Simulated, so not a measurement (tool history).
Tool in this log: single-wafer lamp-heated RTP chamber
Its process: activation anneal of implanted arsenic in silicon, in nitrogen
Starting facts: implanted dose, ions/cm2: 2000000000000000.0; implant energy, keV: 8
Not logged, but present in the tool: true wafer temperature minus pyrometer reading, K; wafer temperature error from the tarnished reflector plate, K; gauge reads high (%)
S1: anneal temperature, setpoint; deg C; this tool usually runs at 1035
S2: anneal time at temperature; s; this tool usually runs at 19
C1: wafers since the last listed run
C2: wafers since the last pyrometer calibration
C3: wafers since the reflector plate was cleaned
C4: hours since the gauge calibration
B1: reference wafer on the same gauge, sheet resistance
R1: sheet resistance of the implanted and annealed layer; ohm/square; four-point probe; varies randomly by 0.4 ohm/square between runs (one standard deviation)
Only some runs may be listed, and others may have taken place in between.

| run | hour | S1 | S2 | C1 | C2 | C3 | C4 | B1 | R1 |
|---|---|---|---|---|---|---|---|---|---|
| 1 | 0.0 | 1035 | 19 | 0 | 3118 | 2354 | 249.1 | 99.12 | 97.17 |
| 2 | 7.1 | 1035 | 19 | 148 | 3266 | 2502 | 256.2 | 99.24 | 96.46 |
| 3 | 19.4 | 1055 | 19 | 256 | 3523 | 2759 | 268.5 | 99.23 | 83.93 |
| 4 | 31.4 | 1055 | 19 | 250 | 3774 | 3009 | 280.5 | 99.25 | 83.56 |
| 5 | 47.6 | 1051 | 12 | 338 | 4112 | 3348 | 296.7 | 99.25 | 97.67 |
| 6 | 64.9 | 1035 | 19 | 361 | 4473 | 3709 | 314.0 | 99.17 | 96.52 |
| 7 | 72.9 | 1035 | 19 | 167 | 4640 | 3876 | 322.0 | 99.34 | 96.24 |
| 8 | 87.5 | 1035 | 24 | 304 | 4945 | 4181 | 336.6 | 99.22 | 89.93 |
| 9 | 104.1 | 1035 | 24 | 346 | 5292 | 4528 | 353.2 | 99.16 | 91.16 |
| 10 | 113.1 | 1035 | 19 | 187 | 5480 | 4716 | 362.2 | 99.15 | 95.44 |
| 11 | 127.9 | 1035 | 19 | 309 | 5789 | 5025 | 377.0 | 99.25 | 96.19 |
| 12 | 134.1 | 1035 | 19 | 129 | 5918 | 5154 | 383.2 | 99.10 | 96.09 |
| 13 | 142.6 | 1035 | 19 | 177 | 6096 | 5332 | 391.7 | 99.14 | 96.01 |
| 14 | 155.7 | 1035 | 19 | 273 | 6370 | 5605 | 404.8 | 99.19 | 95.89 |
| 15 | 170.9 | 1035 | 19 | 317 | 6687 | 5923 | 420.0 | 99.37 | 95.51 |
| 16 | 178.4 | 1035 | 19 | 156 | 6844 | 6079 | 427.5 | 99.24 | 95.15 |
|  | 187.9 | pyrometer window cleaned and pyrometer calibrated |
| 17 | 189.4 | 1049 | 14 | 62 | 30 | 6142 | 438.5 | 99.17 | 93.90 |
|  | 198.2 | reflector plate cleaned |
| 18 | 198.7 | 1035 | 19 | 27 | 57 | 10 | 447.8 | 99.31 | 96.50 |
| 19 | 214.0 | 1064 | 23 | 319 | 377 | 329 | 463.1 | 99.14 | 74.81 |
| 20 | 220.5 | 1016 | 27 | 135 | 513 | 465 | 469.6 | 99.21 | 101.52 |
| 21 | 229.9 | 1035 | 19 | 196 | 709 | 662 | 479.0 | 99.28 | 96.48 |
|  | 233.9 | gauge calibrated |
| 22 | 242.1 | 1020 | 15 | 254 | 964 | 916 | 8.2 | 99.16 | 115.89 |
| 23 | 251.2 | 1045 | 15 | 190 | 1154 | 1106 | 17.3 | 99.30 | 96.30 |
| 24 | 261.2 | 1024 | 23 | 208 | 1363 | 1315 | 27.3 | 99.42 | 99.88 |
| 25 | 273.9 | 1017 | 12 | 265 | 1628 | 1580 | 40.0 | 99.22 | 125.33 |
| 26 | 286.7 | 1046 | 15 | 267 | 1895 | 1848 | 52.8 | 99.11 | 94.50 |
| 27 | 298.8 | 1059 | 19 | 252 | 2148 | 2100 | 64.9 | 99.40 | 81.49 |
| 28 | 314.6 | 1035 | 19 | 329 | 2478 | 2430 | 80.7 | 99.21 | 96.27 |
| 29 | 323.7 | 1058 | 11 | 190 | 2668 | 2620 | 89.8 | 99.22 | 94.83 |
| 30 | 334.9 | 1050 | 23 | 233 | 2902 | 2854 | 101.0 | 99.26 | 82.88 |
| 31 | 341.3 | 1035 | 19 | 133 | 3035 | 2988 | 107.4 | 99.33 | 96.13 |
| 32 | 358.6 | 1046 | 14 | 361 | 3397 | 3349 | 124.7 | 99.36 | 96.14 |
| 33 | 371.5 | 1021 | 26 | 269 | 3666 | 3619 | 137.6 | 99.24 | 98.27 |
| 34 | 379.3 | 1035 | 11 | 162 | 3829 | 3782 | 145.4 | 99.22 | 111.55 |
| 35 | 389.3 | 1007 | 11 | 208 | 4038 | 3990 | 155.4 | 99.25 | 137.11 |
| 36 | 400.1 | 1015 | 19 | 225 | 4263 | 4216 | 166.2 | 99.00 | 111.40 |

Pick out some run-to-run changes in R1. Of each, how much would a tool without hidden state show as well, from the settings, what came in and chance, and how much is left for the hidden state and any gauge scatter not in both results compared?
Run 17 -> 18: S1 1049 -> 1035, S2 14 -> 19, reflector plate cleaned. R1 +2.60 ohm/square: hidden state +1.33, all else +1.27.
Run 19 -> 20: S1 1064 -> 1016, S2 23 -> 27. R1 +26.71 ohm/square: hidden state -0.18, all else +26.89.
Run 25 -> 26: S1 1017 -> 1046, S2 12 -> 15. R1 -30.83 ohm/square: hidden state +0.10, all else -30.93.
Run 27 -> 28: S1 1059 -> 1035. R1 +14.78 ohm/square: hidden state -0.21, all else +14.99.
Run 34 -> 35: S1 1035 -> 1007. R1 +25.56 ohm/square: hidden state -0.24, all else +25.80.
Run 35 -> 36: S1 1007 -> 1015, S2 11 -> 19. R1 -25.71 ohm/square: hidden state +0.00, all else -25.71.
